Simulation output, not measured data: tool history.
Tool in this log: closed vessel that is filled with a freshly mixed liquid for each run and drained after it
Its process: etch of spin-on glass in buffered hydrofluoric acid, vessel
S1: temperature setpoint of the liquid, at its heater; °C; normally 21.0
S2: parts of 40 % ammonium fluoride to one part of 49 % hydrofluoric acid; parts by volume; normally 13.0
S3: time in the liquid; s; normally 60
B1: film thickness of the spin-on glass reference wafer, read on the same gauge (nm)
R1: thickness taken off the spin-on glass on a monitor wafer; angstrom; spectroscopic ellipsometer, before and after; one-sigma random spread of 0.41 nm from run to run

run,hour,S1,S2,S3,B1,R1
1,0.0,21.0,13.0,80,109.99,1340.4
2,15.2,24.0,13.0,60,110.06,1192.2
3,23.1,24.0,13.0,60,110.04,1194.1
4,39.0,21.0,13.0,60,110.02,996.3
5,48.2,21.0,13.0,60,109.97,1004.1
6,59.3,21.0,16.5,60,109.99,799.4
7,76.4,21.0,16.5,60,110.01,790.0
8,87.2,21.0,13.0,60,110.02,998.2
9,102.0,21.0,13.0,60,110.05,996.0
# hour 115.9: gauge calibrated
10,116.7,21.0,13.0,60,110.03,994.2
11,123.4,21.0,13.0,60,110.00,1000.2
12,141.4,21.0,13.0,60,109.96,988.3
13,147.8,21.0,13.0,60,109.98,991.3
# hour 155.9: thermometer replaced
14,161.8,19.0,13.0,60,109.98,1035.0
15,168.4,17.0,16.5,60,109.98,723.5
# hour 170.9: hydrofluoric acid flow meter replaced
16,179.6,21.0,13.0,60,110.01,1197.3
17,196.7,22.5,15.0,75,109.96,1413.7
18,204.9,19.5,13.0,40,109.96,731.6
19,217.1,21.0,15.5,40,109.99,666.0
20,225.5,18.0,16.0,45,110.00,610.4
21,239.1,21.0,13.0,80,110.00,1567.7
22,254.6,17.0,11.0,30,110.00,552.4
23,299.8,22.5,15.0,75,109.99,1386.8
24,307.9,21.0,10.5,60,109.97,1453.7
25,325.0,21.0,13.0,60,110.01,1182.0
26,334.9,24.0,8.5,30,110.04,1014.8
27,341.6,24.0,17.5,30,109.99,514.8
28,352.6,21.0,8.5,85,109.98,2442.3

Results per run with the tool's hidden condition removed, run-to-run variation unchanged:
The hidden state here: liquid colder than its thermometer reads (K); hydrofluoric acid flow below the setpoint (%); gauge reads high (%).
run,R1
1,1602.1
2,1422.5
3,1426.3
4,1195.3
5,1205.9
6,961.5
7,951.5
8,1203.3
9,1202.4
10,1202.4
11,1210.1
12,1198.1
13,1202.2
14,1082.4
15,757.6
16,1210.9
17,1431.6
18,741.7
19,675.9
20,620.3
21,1594.7
22,562.9
23,1418.9
24,1488.9
25,1212.4
26,1042.6
27,528.9
28,2515.3

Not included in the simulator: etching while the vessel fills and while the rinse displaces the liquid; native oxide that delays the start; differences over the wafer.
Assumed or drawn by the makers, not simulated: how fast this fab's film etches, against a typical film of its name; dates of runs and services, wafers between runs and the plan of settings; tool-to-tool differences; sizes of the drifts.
